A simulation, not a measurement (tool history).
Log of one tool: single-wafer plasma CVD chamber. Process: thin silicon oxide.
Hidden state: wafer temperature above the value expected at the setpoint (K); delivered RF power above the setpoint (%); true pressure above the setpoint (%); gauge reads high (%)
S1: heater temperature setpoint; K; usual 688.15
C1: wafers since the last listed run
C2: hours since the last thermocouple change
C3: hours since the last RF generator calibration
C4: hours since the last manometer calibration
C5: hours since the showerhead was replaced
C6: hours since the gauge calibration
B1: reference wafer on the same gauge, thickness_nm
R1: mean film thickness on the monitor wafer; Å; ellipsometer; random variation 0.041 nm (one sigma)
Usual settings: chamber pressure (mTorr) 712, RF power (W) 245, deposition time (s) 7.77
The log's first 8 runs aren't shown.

Run 9, hour 430.4: usual settings but S1 692.15 K; C1 2592; C2 555.8; C3 2156.7; C4 1977.9; C5 5530.7; C6 1730.5; B1 11.307. Result: R1 113.84 Å.
Run 10, hour 496.2: usual settings but S1 692.15 K; C1 2461; C2 621.6; C3 2222.5; C4 2043.7; C5 5596.5; C6 1796.3; B1 11.301. Result: R1 114.33 Å.
Run 11, hour 534.3: usual settings but chamber pressure (mTorr) 620; C1 1425; C2 659.7; C3 2260.6; C4 2081.8; C5 5634.6; C6 1834.4; B1 11.3. Result: R1 99.55 Å.
Run 12, hour 561.4: usual settings; C1 1013; C2 686.8; C3 2287.7; C4 2108.9; C5 5661.7; C6 1861.5; B1 11.289. Result: R1 113.75 Å.
At hour 585.9: showerhead replaced.
Run 13, hour 630.9: usual settings; C1 2300; C2 756.3; C3 2357.2; C4 2178.4; C5 45; C6 1931; B1 11.302. Result: R1 115.16 Å.
Run 14, hour 671.9: usual settings; C1 1533; C2 797.3; C3 2398.2; C4 2219.4; C5 86; C6 1972; B1 11.292. Result: R1 113.85 Å.
Run 15, hour 710.8: usual settings but chamber pressure (mTorr) 841, RF power (W) 205, deposition time (s) 6.51; C1 1454; C2 836.2; C3 2437.1; C4 2258.3; C5 124.9; C6 2010.9; B1 11.305. Result: R1 100.95 Å.
At hour 739.4: RF generator calibrated.
Run 16, hour 745.8: usual settings but chamber pressure (mTorr) 804; C1 1009; C2 871.2; C3 6.4; C4 2293.3; C5 159.9; C6 2045.9; B1 11.305. Result: R1 127.97 Å.
At hour 781.8: gauge calibrated.
Run 17, hour 781.8: usual settings; C1 1346; C2 907.2; C3 42.4; C4 2329.3; C5 195.9; C6 0; B1 11.314. Result: R1 113.86 Å.
Run 18, hour 820.9: usual settings but RF power (W) 215, deposition time (s) 7.23; C1 1462; C2 946.3; C3 81.5; C4 2368.4; C5 235; C6 39.1; B1 11.316. Result: R1 98.82 Å.
Run 19, hour 846.2: usual settings but RF power (W) 260, deposition time (s) 6.72; C1 946; C2 971.6; C3 106.8; C4 2393.7; C5 260.3; C6 64.4; B1 11.289. Result: R1 102.69 Å.
Run 20, hour 886.6: usual settings but S1 698.15 K, chamber pressure (mTorr) 547, RF power (W) 270, deposition time (s) 6.7; C1 1511; C2 1012; C3 147.2; C4 2434.1; C5 300.7; C6 104.8; B1 11.293. Result: R1 79 Å.
Run 21, hour 944.1: usual settings but S1 680.15 K, chamber pressure (mTorr) 809; C1 2150; C2 1069.5; C3 204.7; C4 2491.6; C5 358.2; C6 162.3; B1 11.301. Result: R1 130 Å.
Run 22, hour 1010.9: usual settings but chamber pressure (mTorr) 557; C1 2498; C2 1136.3; C3 271.5; C4 2558.4; C5 425; C6 229.1; B1 11.303. Result: R1 89.45 Å.
At hour 1021.4: thermocouple changed; heater temperature recalibrated.
At hour 1023: capacitance manometer re-zeroed and calibrated.
Run 23, hour 1073: usual settings but S1 677.15 K, chamber pressure (mTorr) 814, RF power (W) 275; C1 1966; C2 51.6; C3 333.6; C4 50; C5 487.1; C6 291.2; B1 11.306. Result: R1 139.41 Å.
Run 24, hour 1122.3: usual settings but S1 677.15 K, chamber pressure (mTorr) 807; C1 1843; C2 100.9; C3 382.9; C4 99.3; C5 536.4; C6 340.5; B1 11.288. Result: R1 129.94 Å.
Run 25, hour 1193: usual settings but S1 676.15 K, chamber pressure (mTorr) 581, RF power (W) 275, deposition time (s) 7.3; C1 2644; C2 171.6; C3 453.6; C4 170; C5 607.1; C6 411.2; B1 11.306. Result: R1 93.5 Å.
Run 26, hour 1247.1: usual settings but chamber pressure (mTorr) 583, RF power (W) 275, deposition time (s) 7.13; C1 2023; C2 225.7; C3 507.7; C4 224.1; C5 661.2; C6 465.3; B1 11.3. Result: R1 90.68 Å.
Run 27, hour 1350.9: usual settings; C1 3882; C2 329.5; C3 611.5; C4 327.9; C5 765; C6 569.1; B1 11.306. Result: R1 114.62 Å.
Run 28, hour 1388.7: usual settings; C1 1413; C2 367.3; C3 649.3; C4 365.7; C5 802.8; C6 606.9; B1 11.299. Result: R1 114.18 Å.
Run 29, hour 1441.6: usual settings but chamber pressure (mTorr) 568, deposition time (s) 7.31; C1 1978; C2 420.2; C3 702.2; C4 418.6; C5 855.7; C6 659.8; B1 11.3. Result: R1 85.61 Å.
Run 30, hour 1496: usual settings but S1 702.15 K, chamber pressure (mTorr) 771, RF power (W) 230, deposition time (s) 8.49; C1 2034; C2 474.6; C3 756.6; C4 473; C5 910.1; C6 714.2; B1 11.304. Result: R1 130.01 Å.

3 ways to go on from here, each from the tool as it stands after run 30. What would each give?
Run A, hour 1496.4: usual settings; C1 14; C2 475; C3 757; C4 473.4; C5 910.5; C6 714.6; B1 ?. Result: R1 ?.
Run B, hour 1496.4: usual settings but S1 698.15 K; C1 14; C2 475; C3 757; C4 473.4; C5 910.5; C6 714.6; B1 ?. Result: R1 ?.
Run C, hour 1496.4: usual settings but S1 674.15 K, RF power (W) 275, deposition time (s) 8.26; C1 14; C2 475; C3 757; C4 473.4; C5 910.5; C6 714.6; B1 ?. Result: R1 ?.

run      B1      R1
  A  11.299  114.24
  B  11.299  113.52
  C  11.299  130.45
Without the tool's hidden state the same runs would have given:
run      R1
  A  114.24
  B  113.52
  C  130.45
